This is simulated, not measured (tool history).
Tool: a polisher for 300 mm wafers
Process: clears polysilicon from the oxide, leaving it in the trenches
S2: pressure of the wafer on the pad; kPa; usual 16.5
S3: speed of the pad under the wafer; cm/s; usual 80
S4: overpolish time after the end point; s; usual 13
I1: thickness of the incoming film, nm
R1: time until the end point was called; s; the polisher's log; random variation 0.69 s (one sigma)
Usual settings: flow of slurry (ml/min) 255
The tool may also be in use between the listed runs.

Run 1, hour 0: usual settings but flow of slurry (ml/min) 320, S4 19 s; I1 661.1. Result: R1 62.9 s.
Run 2, hour 23.8: usual settings but flow of slurry (ml/min) 320, S4 19 s; I1 660.4. Result: R1 63.6 s.
At hour 34.3: slurry nozzle cleaned.
Run 3, hour 38.1: usual settings but S2 13.8 kPa, S4 16 s; I1 679.4. Result: R1 80.1 s.
At hour 50.3: worn pad replaced by a new one.
Run 4, hour 70.4: usual settings; I1 671.2. Result: R1 66.2 s.
Run 5, hour 87.4: usual settings; I1 663.1. Result: R1 63.8 s.
Run 6, hour 119.8: usual settings; I1 663.5. Result: R1 65.3 s.
Run 7, hour 144.4: usual settings; I1 669. Result: R1 64.7 s.
Run 8, hour 165.6: usual settings but S3 62 cm/s; I1 675.5. Result: R1 84.4 s.
Run 9, hour 182.9: usual settings but S3 62 cm/s; I1 661.7. Result: R1 83.2 s.
At hour 202.1: worn pad replaced by a new one.
Run 10, hour 213.5: usual settings; I1 672.3. Result: R1 66 s.
Run 11, hour 236.9: usual settings; I1 666. Result: R1 66.6 s.
Run 12, hour 271.2: usual settings; I1 668.3. Result: R1 64.4 s.
At hour 332: worn pad replaced by a new one.
At hour 340.1: head pressure recalibrated.
Run 13, hour 342.1: usual settings but S2 18.6 kPa, S4 10 s; I1 672.5. Result: R1 58.9 s.
Run 14, hour 368.3: usual settings; I1 669.8. Result: R1 65.6 s.
At hour 380.6: slurry nozzle cleaned.
Run 15, hour 395.1: usual settings but S2 19.3 kPa, S3 94 cm/s, S4 17 s; I1 667.8. Result: R1 47.9 s.
Run 16, hour 413.1: usual settings but flow of slurry (ml/min) 330, S2 20.7 kPa, S3 104 cm/s, S4 8 s; I1 677.6. Result: R1 40.4 s.
Run 17, hour 437.8: usual settings but flow of slurry (ml/min) 225, S4 7 s; I1 666.1. Result: R1 66.3 s.
At hour 465.3: worn pad replaced by a new one.
Run 18, hour 471.4: usual settings but flow of slurry (ml/min) 325, S3 96 cm/s; I1 666.1. Result: R1 53.8 s.
Run 19, hour 489.7: usual settings but flow of slurry (ml/min) 330, S2 11 kPa, S3 100 cm/s; I1 658.6. Result: R1 75.6 s.
Run 20, hour 503.7: usual settings but S4 20 s; I1 682.2. Result: R1 66.1 s.
Run 21, hour 527.8: usual settings but flow of slurry (ml/min) 195; I1 681.2. Result: R1 69.1 s.
Run 22, hour 583: usual settings but flow of slurry (ml/min) 325, S3 96 cm/s; I1 662.4. Result: R1 52.9 s.
At hour 599: worn pad replaced by a new one.
Run 23, hour 599.5: usual settings; I1 671. Result: R1 66.6 s.
Run 24, hour 622: usual settings but flow of slurry (ml/min) 170, S2 18.6 kPa; I1 673.1. Result: R1 62.3 s.
Run 25, hour 645.6: usual settings but S4 16 s; I1 678.9. Result: R1 65.3 s.
Run 26, hour 673.7: usual settings but flow of slurry (ml/min) 225, S2 18.6 kPa, S3 100 cm/s, S4 19 s; I1 668.3. Result: R1 47.1 s.
At hour 701.5: slurry nozzle cleaned.
Run 27, hour 702.3: usual settings; I1 667.4. Result: R1 65.6 s.

5 ways to go on from here, each from the tool as it stands after run 27. What would each give?
Run A, hour 702.8: usual settings but S4 10 s; I1 673.5. Result: R1 ?.
Run B, hour 702.8: usual settings but flow of slurry (ml/min) 225, S2 12.4 kPa, S3 54 cm/s, S4 15 s; I1 673.5. Result: R1 ?.
Run C, hour 702.8: usual settings but flow of slurry (ml/min) 310, S4 10 s; I1 673.5. Result: R1 ?.
Run D, hour 702.8: usual settings but flow of slurry (ml/min) 195, S3 56 cm/s, S4 9 s; I1 673.5. Result: R1 ?.
Run E, hour 702.8: usual settings but flow of slurry (ml/min) 320, S3 102 cm/s, S4 20 s; I1 673.5. Result: R1 ?.

run     R1
  A   65.6
  B  131.1
  C   64.3
  D   97.2
  E   50.3
Without the tool's hidden state the same runs would have given:
run     R1
  A   65.6
  B  131.1
  C   64.3
  D   97.2
  E   50.3
